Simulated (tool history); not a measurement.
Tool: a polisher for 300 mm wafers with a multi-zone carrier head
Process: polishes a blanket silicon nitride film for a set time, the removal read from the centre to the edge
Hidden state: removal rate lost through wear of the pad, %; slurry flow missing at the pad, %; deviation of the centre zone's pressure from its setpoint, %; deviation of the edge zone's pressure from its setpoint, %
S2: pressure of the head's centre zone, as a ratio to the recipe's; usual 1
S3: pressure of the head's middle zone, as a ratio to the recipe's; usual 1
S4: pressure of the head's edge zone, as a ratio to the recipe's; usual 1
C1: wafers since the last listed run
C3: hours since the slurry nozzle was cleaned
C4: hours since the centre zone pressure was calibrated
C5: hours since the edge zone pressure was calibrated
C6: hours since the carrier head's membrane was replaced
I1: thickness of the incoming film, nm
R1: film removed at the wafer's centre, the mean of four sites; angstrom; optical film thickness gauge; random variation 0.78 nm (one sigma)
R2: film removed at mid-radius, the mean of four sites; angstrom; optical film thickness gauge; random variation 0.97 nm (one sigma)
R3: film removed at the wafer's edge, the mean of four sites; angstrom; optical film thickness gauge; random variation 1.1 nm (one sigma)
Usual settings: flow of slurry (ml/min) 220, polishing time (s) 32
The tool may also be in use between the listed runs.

{"run": 1, "hour": 0.0, "flow of slurry (ml/min)": 220, "S2": 1, "S3": 1, "S4": 1, "polishing time (s)": 32, "C1": 0, "wafers polished on this pad": 2210, "C3": 548.3, "C4": 296.6, "C5": 864.9, "C6": 538.3, "I1": 402.6, "R1": 862, "R2": 837, "R3": 840}
{"hour": 50.9, "done": "worn pad replaced by a new one"}
{"run": 2, "hour": 62.6, "flow of slurry (ml/min)": 220, "S2": 1, "S3": 1, "S4": 1, "polishing time (s)": 32, "C1": 729, "wafers polished on this pad": 145, "C3": 610.9, "C4": 359.2, "C5": 927.5, "C6": 600.9, "I1": 397.8, "R1": 911, "R2": 900, "R3": 871}
{"run": 3, "hour": 179.4, "flow of slurry (ml/min)": 220, "S2": 1, "S3": 1, "S4": 1, "polishing time (s)": 32, "C1": 1453, "wafers polished on this pad": 1599, "C3": 727.7, "C4": 476, "C5": 1044.3, "C6": 717.7, "I1": 395.1, "R1": 859, "R2": 856, "R3": 829}
{"run": 4, "hour": 222.7, "flow of slurry (ml/min)": 220, "S2": 1, "S3": 1, "S4": 0.94, "polishing time (s)": 32, "C1": 538, "wafers polished on this pad": 2138, "C3": 771, "C4": 519.3, "C5": 1087.6, "C6": 761, "I1": 404.7, "R1": 871, "R2": 840, "R3": 789}
{"hour": 243.8, "done": "worn pad replaced by a new one"}
{"run": 5, "hour": 302.8, "flow of slurry (ml/min)": 220, "S2": 1, "S3": 1, "S4": 1, "polishing time (s)": 32, "C1": 947, "wafers polished on this pad": 734, "C3": 851.1, "C4": 599.4, "C5": 1167.7, "C6": 841.1, "I1": 402.9, "R1": 882, "R2": 864, "R3": 861}
{"run": 6, "hour": 330.0, "flow of slurry (ml/min)": 220, "S2": 1, "S3": 1, "S4": 1, "polishing time (s)": 32, "C1": 338, "wafers polished on this pad": 1072, "C3": 878.3, "C4": 626.6, "C5": 1194.9, "C6": 868.3, "I1": 394.3, "R1": 879, "R2": 871, "R3": 860}
{"run": 7, "hour": 363.3, "flow of slurry (ml/min)": 220, "S2": 1, "S3": 1, "S4": 1, "polishing time (s)": 32, "C1": 414, "wafers polished on this pad": 1487, "C3": 911.6, "C4": 659.9, "C5": 1228.2, "C6": 901.6, "I1": 396.5, "R1": 880, "R2": 840, "R3": 848}
{"run": 8, "hour": 409.7, "flow of slurry (ml/min)": 220, "S2": 1, "S3": 1, "S4": 1, "polishing time (s)": 32, "C1": 577, "wafers polished on this pad": 2064, "C3": 958, "C4": 706.3, "C5": 1274.6, "C6": 948, "I1": 400, "R1": 879, "R2": 832, "R3": 845}
{"hour": 441.8, "done": "edge zone pressure recalibrated"}
{"hour": 444.9, "done": "slurry nozzle cleaned"}
{"hour": 447.6, "done": "worn pad replaced by a new one"}
{"run": 9, "hour": 476.0, "flow of slurry (ml/min)": 220, "S2": 1, "S3": 1, "S4": 1, "polishing time (s)": 32, "C1": 754, "wafers polished on this pad": 353, "C3": 31.1, "C4": 772.6, "C5": 34.2, "C6": 1014.3, "I1": 395.6, "R1": 923, "R2": 862, "R3": 865}
{"run": 10, "hour": 502.6, "flow of slurry (ml/min)": 245, "S2": 1, "S3": 1, "S4": 1, "polishing time (s)": 32, "C1": 331, "wafers polished on this pad": 684, "C3": 57.7, "C4": 799.2, "C5": 60.8, "C6": 1040.9, "I1": 405.6, "R1": 920, "R2": 851, "R3": 860}
{"hour": 544.6, "done": "centre zone pressure recalibrated"}
{"run": 11, "hour": 548.3, "flow of slurry (ml/min)": 255, "S2": 1.1, "S3": 1, "S4": 1.12, "polishing time (s)": 32, "C1": 543, "wafers polished on this pad": 1228, "C3": 103.4, "C4": 3.7, "C5": 106.5, "C6": 1086.6, "I1": 405, "R1": 941, "R2": 845, "R3": 913}
{"run": 12, "hour": 616.9, "flow of slurry (ml/min)": 220, "S2": 1, "S3": 1, "S4": 1, "polishing time (s)": 32, "C1": 853, "wafers polished on this pad": 2082, "C3": 172, "C4": 72.3, "C5": 175.1, "C6": 1155.2, "I1": 402.2, "R1": 839, "R2": 836, "R3": 805}
{"hour": 650.4, "done": "worn pad replaced by a new one"}
{"run": 13, "hour": 650.9, "flow of slurry (ml/min)": 270, "S2": 1, "S3": 0.92, "S4": 1, "polishing time (s)": 24, "C1": 373, "wafers polished on this pad": 5, "C3": 206, "C4": 106.3, "C5": 209.1, "C6": 1189.2, "I1": 401.2, "R1": 685, "R2": 638, "R3": 680}
{"run": 14, "hour": 705.6, "flow of slurry (ml/min)": 220, "S2": 1.03, "S3": 0.9, "S4": 1, "polishing time (s)": 32, "C1": 680, "wafers polished on this pad": 686, "C3": 260.7, "C4": 161, "C5": 263.8, "C6": 1243.9, "I1": 407.5, "R1": 898, "R2": 793, "R3": 853}
{"run": 15, "hour": 750.4, "flow of slurry (ml/min)": 220, "S2": 1, "S3": 1, "S4": 1, "polishing time (s)": 32, "C1": 557, "wafers polished on this pad": 1244, "C3": 305.5, "C4": 205.8, "C5": 308.6, "C6": 1288.7, "I1": 396.9, "R1": 855, "R2": 849, "R3": 813}
{"hour": 773.0, "done": "carrier head's membrane replaced by a new one"}
{"run": 16, "hour": 792.9, "flow of slurry (ml/min)": 220, "S2": 1, "S3": 1, "S4": 1.12, "polishing time (s)": 26, "C1": 466, "wafers polished on this pad": 1711, "C3": 348, "C4": 248.3, "C5": 351.1, "C6": 19.9, "I1": 403.1, "R1": 689, "R2": 676, "R3": 720}
{"run": 17, "hour": 843.4, "flow of slurry (ml/min)": 220, "S2": 0.93, "S3": 1, "S4": 1.1, "polishing time (s)": 38, "C1": 628, "wafers polished on this pad": 2339, "C3": 398.5, "C4": 298.8, "C5": 401.6, "C6": 70.4, "I1": 396, "R1": 931, "R2": 984, "R3": 1019}
{"hour": 878.6, "done": "worn pad replaced by a new one"}
{"run": 18, "hour": 908.3, "flow of slurry (ml/min)": 270, "S2": 1, "S3": 1, "S4": 1, "polishing time (s)": 25, "C1": 757, "wafers polished on this pad": 370, "C3": 463.4, "C4": 363.7, "C5": 466.5, "C6": 135.3, "I1": 395.7, "R1": 708, "R2": 695, "R3": 685}
{"run": 19, "hour": 973.4, "flow of slurry (ml/min)": 220, "S2": 1, "S3": 1, "S4": 0.9, "polishing time (s)": 24, "C1": 810, "wafers polished on this pad": 1180, "C3": 528.5, "C4": 428.8, "C5": 531.6, "C6": 200.4, "I1": 395.9, "R1": 643, "R2": 644, "R3": 596}
{"run": 20, "hour": 1044.5, "flow of slurry (ml/min)": 220, "S2": 1, "S3": 0.94, "S4": 1, "polishing time (s)": 24, "C1": 884, "wafers polished on this pad": 2065, "C3": 599.6, "C4": 499.9, "C5": 602.7, "C6": 271.5, "I1": 397.4, "R1": 651, "R2": 603, "R3": 622}

3 ways to go on from here, each from the tool as it stands after run 20. What would each give?
{"run": "A", "hour": 1044.9, "flow of slurry (ml/min)": 220, "S2": 1, "S3": 1, "S4": 1, "polishing time (s)": 32, "C1": 4, "wafers polished on this pad": 2070, "C3": 600, "C4": 500.3, "C5": 603.1, "C6": 271.9, "I1": 401.5, "R1": "?", "R2": "?", "R3": "?"}
{"run": "B", "hour": 1044.9, "flow of slurry (ml/min)": 220, "S2": 1.11, "S3": 0.95, "S4": 1, "polishing time (s)": 37, "C1": 4, "wafers polished on this pad": 2070, "C3": 600, "C4": 500.3, "C5": 603.1, "C6": 271.9, "I1": 401.5, "R1": "?", "R2": "?", "R3": "?"}
{"run": "C", "hour": 1044.9, "flow of slurry (ml/min)": 285, "S2": 1, "S3": 1.04, "S4": 1, "polishing time (s)": 32, "C1": 4, "wafers polished on this pad": 2070, "C3": 600, "C4": 500.3, "C5": 603.1, "C6": 271.9, "I1": 401.5, "R1": "?", "R2": "?", "R3": "?"}

run=A R1=863 R2=833 R3=827
run=B R1=1108 R2=924 R3=957
run=C R1=886 R2=880 R3=841
Without the tool's hidden state the same runs would have given:
run=A R1=895 R2=892 R3=886
run=B R1=1149 R2=990 R3=1025
run=C R1=919 R2=943 R3=901
